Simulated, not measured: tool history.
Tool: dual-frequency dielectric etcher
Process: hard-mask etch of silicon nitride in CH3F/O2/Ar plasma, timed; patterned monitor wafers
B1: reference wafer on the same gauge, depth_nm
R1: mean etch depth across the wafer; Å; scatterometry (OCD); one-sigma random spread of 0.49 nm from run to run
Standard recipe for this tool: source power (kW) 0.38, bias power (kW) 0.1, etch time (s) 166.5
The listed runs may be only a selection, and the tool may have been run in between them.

{"run": 1, "hour": 0.0, "source power (kW)": 0.38, "bias power (kW)": 0.1, "etch time (s)": 186, "B1": 111, "R1": 1451}
{"run": 2, "hour": 10.5, "source power (kW)": 0.38, "bias power (kW)": 0.1, "etch time (s)": 186, "B1": 110.9, "R1": 1443}
{"run": 3, "hour": 25.0, "source power (kW)": 0.38, "bias power (kW)": 0.1, "etch time (s)": 186, "B1": 111.1, "R1": 1459}
{"run": 4, "hour": 37.1, "source power (kW)": 0.41, "bias power (kW)": 0.111, "etch time (s)": 166.5, "B1": 111.1, "R1": 1395}
{"run": 5, "hour": 73.8, "source power (kW)": 0.41, "bias power (kW)": 0.111, "etch time (s)": 166.5, "B1": 110.9, "R1": 1327}
{"run": 6, "hour": 74.2, "source power (kW)": 0.38, "bias power (kW)": 0.1, "etch time (s)": 146.5, "B1": 110.7, "R1": 1080}
{"run": 7, "hour": 103.6, "source power (kW)": 0.38, "bias power (kW)": 0.1, "etch time (s)": 146.5, "B1": 111.1, "R1": 1075}
{"run": 8, "hour": 110.8, "source power (kW)": 0.38, "bias power (kW)": 0.1, "etch time (s)": 133, "B1": 110.9, "R1": 982}
{"run": 9, "hour": 121.0, "source power (kW)": 0.45, "bias power (kW)": 0.079, "etch time (s)": 206.5, "B1": 111, "R1": 1462}
{"run": 10, "hour": 131.5, "source power (kW)": 0.38, "bias power (kW)": 0.11, "etch time (s)": 166.5, "B1": 110.9, "R1": 1293}
{"run": 11, "hour": 146.5, "source power (kW)": 0.38, "bias power (kW)": 0.1, "etch time (s)": 166.5, "B1": 111, "R1": 1232}
{"run": 12, "hour": 164.0, "source power (kW)": 0.38, "bias power (kW)": 0.085, "etch time (s)": 166.5, "B1": 111, "R1": 1158}
{"run": 13, "hour": 175.2, "source power (kW)": 0.48, "bias power (kW)": 0.086, "etch time (s)": 166.5, "B1": 111.2, "R1": 1256}
{"run": 14, "hour": 190.1, "source power (kW)": 0.44, "bias power (kW)": 0.124, "etch time (s)": 166.5, "B1": 111.1, "R1": 1439}
{"run": 15, "hour": 206.7, "source power (kW)": 0.38, "bias power (kW)": 0.1, "etch time (s)": 166.5, "B1": 111, "R1": 1246}
{"run": 16, "hour": 223.4, "source power (kW)": 0.38, "bias power (kW)": 0.1, "etch time (s)": 166.5, "B1": 111, "R1": 1253}
{"run": 17, "hour": 240.6, "source power (kW)": 0.41, "bias power (kW)": 0.1, "etch time (s)": 166.5, "B1": 110.8, "R1": 1278}
{"run": 18, "hour": 246.9, "source power (kW)": 0.38, "bias power (kW)": 0.1, "etch time (s)": 144, "B1": 111.1, "R1": 1086}
{"run": 19, "hour": 255.0, "source power (kW)": 0.38, "bias power (kW)": 0.1, "etch time (s)": 166.5, "B1": 111.1, "R1": 1244}
{"run": 20, "hour": 289.1, "source power (kW)": 0.32, "bias power (kW)": 0.117, "etch time (s)": 137.5, "B1": 111, "R1": 1051}
{"run": 21, "hour": 304.9, "source power (kW)": 0.38, "bias power (kW)": 0.1, "etch time (s)": 166.5, "B1": 111.2, "R1": 1247}
{"run": 22, "hour": 336.6, "source power (kW)": 0.38, "bias power (kW)": 0.079, "etch time (s)": 122, "B1": 110.9, "R1": 832}
{"run": 23, "hour": 348.2, "source power (kW)": 0.38, "bias power (kW)": 0.117, "etch time (s)": 136.5, "B1": 111.2, "R1": 1104}
{"run": 24, "hour": 359.0, "source power (kW)": 0.38, "bias power (kW)": 0.1, "etch time (s)": 166.5, "B1": 111, "R1": 1264}
{"run": 25, "hour": 369.8, "source power (kW)": 0.33, "bias power (kW)": 0.11, "etch time (s)": 151.5, "B1": 111.1, "R1": 1143}
{"run": 26, "hour": 382.8, "source power (kW)": 0.3, "bias power (kW)": 0.124, "etch time (s)": 166.5, "B1": 110.9, "R1": 1294}
{"run": 27, "hour": 392.9, "source power (kW)": 0.38, "bias power (kW)": 0.1, "etch time (s)": 166.5, "B1": 110.9, "R1": 1270}
{"run": 28, "hour": 399.8, "source power (kW)": 0.38, "bias power (kW)": 0.122, "etch time (s)": 166.5, "B1": 110.9, "R1": 1390}
{"run": 29, "hour": 410.1, "source power (kW)": 0.32, "bias power (kW)": 0.086, "etch time (s)": 166.5, "B1": 110.9, "R1": 1113}
{"run": 30, "hour": 418.1, "source power (kW)": 0.38, "bias power (kW)": 0.082, "etch time (s)": 133.5, "B1": 111, "R1": 929}
{"run": 31, "hour": 426.3, "source power (kW)": 0.38, "bias power (kW)": 0.1, "etch time (s)": 166.5, "B1": 110.9, "R1": 1272}

Not shown here: 3 entries made in the log between runs. Locate each between two listed runs and compare the hidden state at the listed run before it with the hidden state at the listed run after it:
In the gap between runs 4 and 5: gauge calibrated (hour 59.7); wet clean of the chamber (hour 72.7); source power generator calibrated (hour 73.3)
  etch rate over this chamber's usual, %: 4.51 -> -0.91
  measured value less the no-hidden-state value, R1: +60 -> -12 Å

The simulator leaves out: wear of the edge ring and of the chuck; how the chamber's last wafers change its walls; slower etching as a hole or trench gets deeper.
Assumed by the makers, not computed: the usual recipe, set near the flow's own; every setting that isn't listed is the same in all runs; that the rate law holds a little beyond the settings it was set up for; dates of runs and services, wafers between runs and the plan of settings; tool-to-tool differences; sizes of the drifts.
